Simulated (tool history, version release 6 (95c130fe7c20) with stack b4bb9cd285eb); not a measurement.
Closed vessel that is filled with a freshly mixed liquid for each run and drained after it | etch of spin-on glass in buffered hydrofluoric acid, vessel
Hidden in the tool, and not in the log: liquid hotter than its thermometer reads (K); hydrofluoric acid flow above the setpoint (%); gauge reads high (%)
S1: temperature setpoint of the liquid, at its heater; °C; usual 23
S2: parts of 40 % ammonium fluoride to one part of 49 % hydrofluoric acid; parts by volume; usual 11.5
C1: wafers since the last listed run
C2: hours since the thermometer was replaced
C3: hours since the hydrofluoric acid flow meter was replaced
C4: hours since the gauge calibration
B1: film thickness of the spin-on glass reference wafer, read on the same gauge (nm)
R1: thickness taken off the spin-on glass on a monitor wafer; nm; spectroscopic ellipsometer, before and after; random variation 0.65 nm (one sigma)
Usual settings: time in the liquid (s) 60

run 1 hour=0 | S1=23 S2=11.5 time_in_the_liquid_(s)=60 | C1=0 C2=1655.7 C3=1628.8 C4=26.4 | B1=69.97 | R1=153.38
run 2 hour=27.1 | S1=23 S2=11.5 time_in_the_liquid_(s)=60 | C1=3028 C2=1682.8 C3=1655.9 C4=53.5 | B1=69.95 | R1=153.68
run 3 hour=77 | S1=23 S2=11.5 time_in_the_liquid_(s)=50 | C1=5576 C2=1732.7 C3=1705.8 C4=103.4 | B1=69.79 | R1=126.92
run 4 hour=133 | S1=23 S2=11.5 time_in_the_liquid_(s)=50 | C1=6257 C2=1788.7 C3=1761.8 C4=159.4 | B1=69.64 | R1=126.55
run 5 hour=198.4 | S1=23 S2=11.5 time_in_the_liquid_(s)=50 | C1=7308 C2=1854.1 C3=1827.2 C4=224.8 | B1=69.4 | R1=126.56
run 6 hour=224.9 | S1=22 S2=11.5 time_in_the_liquid_(s)=60 | C1=2961 C2=1880.6 C3=1853.7 C4=251.3 | B1=69.38 | R1=143.15
run 7 hour=256.7 | S1=22 S2=11.5 time_in_the_liquid_(s)=60 | C1=3553 C2=1912.4 C3=1885.5 C4=283.1 | B1=69.3 | R1=143.08
run 8 hour=299.4 | S1=22 S2=11.5 time_in_the_liquid_(s)=60 | C1=4771 C2=1955.1 C3=1928.2 C4=325.8 | B1=69.15 | R1=143.47
run 9 hour=352 | S1=23 S2=11.5 time_in_the_liquid_(s)=60 | C1=5877 C2=2007.7 C3=1980.8 C4=378.4 | B1=69.02 | R1=152.44
run 10 hour=423.4 | S1=25.5 S2=11.5 time_in_the_liquid_(s)=60 | C1=7978 C2=2079.1 C3=2052.2 C4=449.8 | B1=68.81 | R1=173
-- hour=459.6 hydrofluoric acid flow meter replaced
run 11 hour=471.9 | S1=25.5 S2=11.5 time_in_the_liquid_(s)=60 | C1=5307 C2=2127.6 C3=12.3 C4=498.3 | B1=68.68 | R1=171.88
run 12 hour=513 | S1=25.5 S2=11.5 time_in_the_liquid_(s)=60 | C1=4592 C2=2168.7 C3=53.4 C4=539.4 | B1=68.58 | R1=171.77
run 13 hour=554.6 | S1=24 S2=11.5 time_in_the_liquid_(s)=60 | C1=4648 C2=2210.3 C3=95 C4=581 | B1=68.48 | R1=157.61
run 14 hour=591.3 | S1=24 S2=11.5 time_in_the_liquid_(s)=60 | C1=4101 C2=2247 C3=131.7 C4=617.7 | B1=68.34 | R1=157.94
run 15 hour=642.7 | S1=23 S2=15.5 time_in_the_liquid_(s)=60 | C1=5743 C2=2298.4 C3=183.1 C4=669.1 | B1=68.16 | R1=112.39
run 16 hour=713.3 | S1=21.5 S2=11.5 time_in_the_liquid_(s)=45 | C1=7889 C2=2369 C3=253.7 C4=739.7 | B1=68 | R1=102.59
-- hour=724.1 gauge calibrated
-- hour=755.4 thermometer replaced
run 17 hour=759.4 | S1=27.5 S2=11.5 time_in_the_liquid_(s)=60 | C1=5039 C2=4 C3=299.8 C4=35.3 | B1=70.01 | R1=194.62
run 18 hour=802.4 | S1=23 S2=11.5 time_in_the_liquid_(s)=60 | C1=4805 C2=47 C3=342.8 C4=78.3 | B1=69.92 | R1=152.17
run 19 hour=841.9 | S1=23 S2=10 time_in_the_liquid_(s)=60 | C1=4413 C2=86.5 C3=382.3 C4=117.8 | B1=69.74 | R1=175.02
run 20 hour=881.3 | S1=23 S2=9 time_in_the_liquid_(s)=85 | C1=4402 C2=125.9 C3=421.7 C4=157.2 | B1=69.68 | R1=265.13
run 21 hour=950.8 | S1=25.5 S2=11.5 time_in_the_liquid_(s)=60 | C1=7766 C2=195.4 C3=491.2 C4=226.7 | B1=69.5 | R1=173.43
run 22 hour=1017.6 | S1=23 S2=11.5 time_in_the_liquid_(s)=60 | C1=7464 C2=262.2 C3=558 C4=293.5 | B1=69.26 | R1=150.56
run 23 hour=1067.6 | S1=23 S2=11.5 time_in_the_liquid_(s)=60 | C1=5587 C2=312.2 C3=608 C4=343.5 | B1=69.13 | R1=151.26
run 24 hour=1120.6 | S1=23 S2=14.5 time_in_the_liquid_(s)=60 | C1=5922 C2=365.2 C3=661 C4=396.5 | B1=69.02 | R1=120.58
run 25 hour=1148.8 | S1=18.5 S2=7 time_in_the_liquid_(s)=35 | C1=3151 C2=393.4 C3=689.2 C4=424.7 | B1=68.92 | R1=110.02
run 26 hour=1189.4 | S1=23 S2=11.5 time_in_the_liquid_(s)=90 | C1=4536 C2=434 C3=729.8 C4=465.3 | B1=68.8 | R1=225.38
run 27 hour=1236.2 | S1=20 S2=9.5 time_in_the_liquid_(s)=85 | C1=5229 C2=480.8 C3=776.6 C4=512.1 | B1=68.7 | R1=213.38
run 28 hour=1302.4 | S1=28 S2=13.5 time_in_the_liquid_(s)=60 | C1=7397 C2=547 C3=842.8 C4=578.3 | B1=68.52 | R1=167.54

Some steps in R1 between neighbouring runs. How much of each would the tool show without its hidden state too (settings, what came in, random variation), and how much is left for the hidden state, with any gauge scatter that isn't in both results?
Run 16 -> 17: S1 21.5 -> 27.5, time in the liquid (s) 45 -> 60, gauge calibrated, thermometer replaced. R1 +92.03 nm: hidden state +3.07, all else +88.96.
Run 25 -> 26: S1 18.5 -> 23, S2 7 -> 11.5, time in the liquid (s) 35 -> 90. R1 +115.36 nm: hidden state -2.17, all else +117.53.

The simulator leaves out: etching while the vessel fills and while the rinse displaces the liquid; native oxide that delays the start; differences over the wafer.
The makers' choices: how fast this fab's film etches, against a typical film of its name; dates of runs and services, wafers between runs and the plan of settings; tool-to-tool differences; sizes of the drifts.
